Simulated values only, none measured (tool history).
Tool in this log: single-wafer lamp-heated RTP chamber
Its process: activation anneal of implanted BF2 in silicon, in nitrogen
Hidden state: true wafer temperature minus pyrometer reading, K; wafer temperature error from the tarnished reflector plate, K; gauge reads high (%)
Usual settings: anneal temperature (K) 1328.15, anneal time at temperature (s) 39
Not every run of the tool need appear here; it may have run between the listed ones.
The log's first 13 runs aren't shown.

run      day  anneal temperature (K)  anneal time at temperature (s)  wafers since the last listed run  wafers since the last pyrometer calibration  wafers since the reflector plate was cleaned  hours since the gauge calibration  read-back reference wafer on the same gauge, sheet resistance  sheet resistance of the implanted and annealed layer (ohm/square)
 14   66.079                 1347.15                              45                              1168                                         2035                                          4575                              443.1                                                         135.96                                                             131.86
 15   69.867                 1328.15                              39                              1106                                         3141                                          5681                              534.0                                                         135.97                                                             148.76
 16   73.817                 1353.15                              58                              1153                                         4295                                          6835                              628.8                                                         135.97                                                             127.44
 17   76.154                 1328.15                              39                               682                                         4977                                          7517                              684.9                                                         136.02                                                             148.22
 18   79.346                 1328.15                              23                               932                                         5909                                          8450                              761.5                                                         135.98                                                             158.82
 19   80.929                 1320.15                              39                               462                                         6372                                          8912                              799.5                                                         136.00                                                             152.94
      82.904  -- reflector plate cleaned
 20   84.362                 1303.15                              25                               905                                         7277                                           425                              881.9                                                         135.97                                                             178.11
 21   87.829                 1328.15                              39                              1012                                         8289                                          1438                              965.1                                                         135.98                                                             149.63
      90.108  -- pyrometer window cleaned and pyrometer calibrated
 22   90.900                 1337.15                              32                               799                                          231                                          2237                             1038.8                                                         136.04                                                             146.17
 23   94.858                 1344.15                              32                              1155                                         1387                                          3393                             1133.8                                                         136.06                                                             139.60
 24   98.783                 1328.15                              39                              1146                                         2533                                          4539                             1228.0                                                         136.07                                                             148.05
 25  102.800                 1356.15                              39                              1173                                         3706                                          5712                             1324.4                                                         135.96                                                             128.30
 26  105.450                 1328.15                              39                               773                                         4480                                          6486                             1388.0                                                         135.97                                                             147.57
 27  106.962                 1328.15                              39                               441                                         4922                                          6928                             1424.3                                                         136.05                                                             148.71
 28  110.421                 1328.15                              39                              1009                                         5932                                          7938                             1507.3                                                         136.03                                                             148.18
 29  114.300                 1328.15                              23                              1132                                         7065                                          9071                             1600.4                                                         136.09                                                             156.78
 30  116.400                 1328.15                              39                               613                                         7678                                          9684                             1650.8                                                         135.96                                                             146.36
 31  118.442                 1348.15                              51                               596                                         8274                                         10280                             1699.8                                                         135.94                                                             128.04
     120.808  -- reflector plate cleaned
 32  121.717                 1348.15                              60                               859                                         9133                                           265                             1778.4                                                         136.01                                                             130.34
 33  124.300                 1302.15                              39                               754                                         9888                                          1019                             1840.4                                                         135.89                                                             166.56
     127.788  -- pyrometer window cleaned and pyrometer calibrated
 34  134.662                 1310.15                              39                              2928                                         2007                                          3948                             2089.1                                                         135.93                                                             160.45
 35  137.496                 1353.15                              39                               827                                         2835                                          4775                             2157.1                                                         135.98                                                             129.88
 36  139.842                 1337.15                              39                               685                                         3520                                          5460                             2213.4                                                         136.00                                                             140.92

Consider 4 possible next runs. They are alternatives, not a sequence: every one starts from the tool as it was left by run 36. What does each give?
  A  139.858                 1328.15                              39                                 4                                         3525                                          5465                             2213.8                                                              ?                                                                  ?
  B  139.858                 1318.15                              39                                 4                                         3525                                          5465                             2213.8                                                              ?                                                                  ?
  C  139.858                 1298.15                              56                                 4                                         3525                                          5465                             2213.8                                                              ?                                                                  ?
  D  139.858                 1357.15                              32                                 4                                         3525                                          5465                             2213.8                                                              ?                                                                  ?

run  read-back reference wafer on the same gauge, sheet resistance  sheet resistance of the implanted and annealed layer (ohm/square)
  A                                                         135.97                                                             149.03
  B                                                         135.97                                                             156.49
  C                                                         135.97                                                             160.69
  D                                                         135.97                                                             131.52
Without the tool's hidden state the same runs would have given:
run  sheet resistance of the implanted and annealed layer (ohm/square)
  A                                                             150.92
  B                                                             157.98
  C                                                             162.56
  D                                                             132.66
